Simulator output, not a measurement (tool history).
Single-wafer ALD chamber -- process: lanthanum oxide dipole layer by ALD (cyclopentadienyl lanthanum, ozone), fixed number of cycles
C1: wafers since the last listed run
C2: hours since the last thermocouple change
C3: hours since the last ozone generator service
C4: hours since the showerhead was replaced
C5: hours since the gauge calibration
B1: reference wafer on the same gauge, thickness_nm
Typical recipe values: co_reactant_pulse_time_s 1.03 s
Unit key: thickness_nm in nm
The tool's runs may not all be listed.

{"run": 1, "hour": 0.0, "co_reactant_pulse_time_s": 1.03, "C1": 0, "C2": 1419.9, "C3": 1136.1, "C4": 8395.7, "C5": 389.9, "B1": 0.462, "thickness_nm": 0.476}
{"run": 2, "hour": 31.4, "co_reactant_pulse_time_s": 1.03, "C1": 752, "C2": 1451.3, "C3": 1167.5, "C4": 8427.1, "C5": 421.3, "B1": 0.462, "thickness_nm": 0.477}
{"run": 3, "hour": 83.8, "co_reactant_pulse_time_s": 1.03, "C1": 1255, "C2": 1503.7, "C3": 1219.9, "C4": 8479.5, "C5": 473.7, "B1": 0.462, "thickness_nm": 0.474}
{"run": 4, "hour": 147.2, "co_reactant_pulse_time_s": 1.15, "C1": 1519, "C2": 1567.1, "C3": 1283.3, "C4": 8542.9, "C5": 537.1, "B1": 0.462, "thickness_nm": 0.494}
{"run": 5, "hour": 189.3, "co_reactant_pulse_time_s": 1.15, "C1": 1009, "C2": 1609.2, "C3": 1325.4, "C4": 8585, "C5": 579.2, "B1": 0.462, "thickness_nm": 0.494}
{"run": 6, "hour": 237.2, "co_reactant_pulse_time_s": 1.15, "C1": 1148, "C2": 1657.1, "C3": 1373.3, "C4": 8632.9, "C5": 627.1, "B1": 0.462, "thickness_nm": 0.496}
{"run": 7, "hour": 288.8, "co_reactant_pulse_time_s": 0.84, "C1": 1236, "C2": 1708.7, "C3": 1424.9, "C4": 8684.5, "C5": 678.7, "B1": 0.462, "thickness_nm": 0.432}
{"run": 8, "hour": 322.9, "co_reactant_pulse_time_s": 0.85, "C1": 817, "C2": 1742.8, "C3": 1459, "C4": 8718.6, "C5": 712.8, "B1": 0.462, "thickness_nm": 0.434}
{"hour": 386.4, "done": "ozone generator serviced"}
{"run": 9, "hour": 390.0, "co_reactant_pulse_time_s": 1.19, "C1": 1416, "C2": 1809.9, "C3": 3.6, "C4": 8785.7, "C5": 779.9, "B1": 0.462, "thickness_nm": 0.514}
{"hour": 408.6, "done": "gauge calibrated"}
{"run": 10, "hour": 434.1, "co_reactant_pulse_time_s": 0.78, "C1": 1056, "C2": 1854, "C3": 47.7, "C4": 8829.8, "C5": 25.5, "B1": 0.462, "thickness_nm": 0.435}
{"run": 11, "hour": 466.5, "co_reactant_pulse_time_s": 1.24, "C1": 776, "C2": 1886.4, "C3": 80.1, "C4": 8862.2, "C5": 57.9, "B1": 0.462, "thickness_nm": 0.519}
{"hour": 475.5, "done": "showerhead replaced"}
{"hour": 515.9, "done": "thermocouple changed; heater temperature recalibrated"}
{"run": 12, "hour": 534.9, "co_reactant_pulse_time_s": 1.03, "C1": 1255, "C2": 19, "C3": 148.5, "C4": 59.4, "C5": 126.3, "B1": 0.462, "thickness_nm": 0.489}
{"run": 13, "hour": 605.4, "co_reactant_pulse_time_s": 1.31, "C1": 1689, "C2": 89.5, "C3": 219, "C4": 129.9, "C5": 196.8, "B1": 0.462, "thickness_nm": 0.525}
{"run": 14, "hour": 641.8, "co_reactant_pulse_time_s": 1.21, "C1": 872, "C2": 125.9, "C3": 255.4, "C4": 166.3, "C5": 233.2, "B1": 0.462, "thickness_nm": 0.512}
{"run": 15, "hour": 691.7, "co_reactant_pulse_time_s": 0.65, "C1": 1196, "C2": 175.8, "C3": 305.3, "C4": 216.2, "C5": 283.1, "B1": 0.462, "thickness_nm": 0.379}

4 ways to go on from here, each from the tool as it stands after run 15. What would each give?
{"run": "A", "hour": 692.1, "co_reactant_pulse_time_s": 0.63, "C1": 9, "C2": 176.2, "C3": 305.7, "C4": 216.6, "C5": 283.5, "B1": "?", "thickness_nm": "?"}
{"run": "B", "hour": 692.1, "co_reactant_pulse_time_s": 1.23, "C1": 9, "C2": 176.2, "C3": 305.7, "C4": 216.6, "C5": 283.5, "B1": "?", "thickness_nm": "?"}
{"run": "C", "hour": 692.1, "co_reactant_pulse_time_s": 1.41, "C1": 9, "C2": 176.2, "C3": 305.7, "C4": 216.6, "C5": 283.5, "B1": "?", "thickness_nm": "?"}
{"run": "D", "hour": 692.1, "co_reactant_pulse_time_s": 0.83, "C1": 9, "C2": 176.2, "C3": 305.7, "C4": 216.6, "C5": 283.5, "B1": "?", "thickness_nm": "?"}

run=A B1=0.462 thickness_nm=0.373
run=B B1=0.462 thickness_nm=0.513
run=C B1=0.462 thickness_nm=0.53
run=D B1=0.462 thickness_nm=0.44
With no hidden state in the tool, these same runs would have given:
run=A thickness_nm=0.39
run=B thickness_nm=0.523
run=C thickness_nm=0.538
run=D thickness_nm=0.455
